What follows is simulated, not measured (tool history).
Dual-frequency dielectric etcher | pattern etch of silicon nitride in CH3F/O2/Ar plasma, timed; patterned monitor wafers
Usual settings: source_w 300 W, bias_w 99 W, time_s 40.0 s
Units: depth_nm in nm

run,hour,source_w,bias_w,time_s,wafers since the last listed run,hours since the last wet clean,hours since the last source power generator calibration,hours since the last bias power generator calibration,hours since the last upper electrode change,hours since the gauge calibration,"read-back reference wafer on the same gauge, depth_nm",depth_nm
1,0.0,300,99,40.0,0,341.7,3525.9,2604.5,2031.3,20.6,27.91,28.02
# hour 26.4: wet clean of the chamber
2,65.5,300,99,40.0,520,39.1,3591.4,2670.0,2096.8,86.1,27.89,28.17
3,115.5,300,106,40.0,626,89.1,3641.4,2720.0,2146.8,136.1,27.91,28.61
4,167.2,300,106,40.0,647,140.8,3693.1,2771.7,2198.5,187.8,27.91,28.64
5,218.4,300,106,40.0,641,192.0,3744.3,2822.9,2249.7,239.0,27.89,28.52
6,263.2,300,93,40.0,561,236.8,3789.1,2867.7,2294.5,283.8,27.89,27.59
# hour 297.2: source power generator calibrated
7,311.1,300,93,40.0,550,284.7,13.9,2915.6,2342.4,331.7,27.88,27.57
8,341.4,300,93,40.0,379,315.0,44.2,2945.9,2372.7,362.0,27.89,27.49
9,404.4,300,99,34.0,789,378.0,107.2,3008.9,2435.7,425.0,27.90,23.62
# hour 435.6: upper electrode replaced
# hour 449.8: wet clean of the chamber
10,467.1,300,99,48.5,306,17.3,169.9,3071.6,31.5,487.7,27.90,34.33
# hour 503.9: bias power generator calibrated
11,538.9,340,99,40.0,849,89.1,241.7,35.0,103.3,559.5,27.92,29.08
12,578.5,300,99,40.0,496,128.7,281.3,74.6,142.9,599.1,27.91,28.16
# hour 601.8: gauge calibrated
13,630.6,270,89,35.0,652,180.8,333.4,126.7,195.0,28.8,27.89,23.36
14,663.8,350,118,46.5,416,214.0,366.6,159.9,228.2,62.0,27.92,35.48
15,712.0,300,119,40.0,604,262.2,414.8,208.1,276.4,110.2,27.91,29.43
16,763.6,300,99,40.0,646,313.8,466.4,259.7,328.0,161.8,27.89,27.97
17,810.0,260,116,40.0,581,360.2,512.8,306.1,374.4,208.2,27.88,28.23
# hour 841.8: wet clean of the chamber
18,871.9,260,90,51.5,475,30.1,574.7,368.0,436.3,270.1,27.89,34.41
19,904.1,270,89,35.0,403,62.3,606.9,400.2,468.5,302.3,27.89,23.46
20,972.4,340,110,47.5,856,130.6,675.2,468.5,536.8,370.6,27.89,35.28

5 ways to go on from here, each from the tool as it stands after run 20. What would each give?
A,972.8,300,99,40.0,5,131.0,675.6,468.9,537.2,371.0,?,?
B,972.8,300,87,32.5,5,131.0,675.6,468.9,537.2,371.0,?,?
C,972.8,300,99,52.0,5,131.0,675.6,468.9,537.2,371.0,?,?
D,972.8,260,117,46.0,5,131.0,675.6,468.9,537.2,371.0,?,?
E,972.8,300,88,40.0,5,131.0,675.6,468.9,537.2,371.0,?,?

run,"read-back reference wafer on the same gauge, depth_nm",depth_nm
A,27.92,28.18
B,27.92,22.17
C,27.92,36.63
D,27.92,32.84
E,27.92,27.36
Without the tool's hidden state the same runs would have given:
run,depth_nm
A,28.34
B,22.30
C,36.84
D,33.03
E,27.52
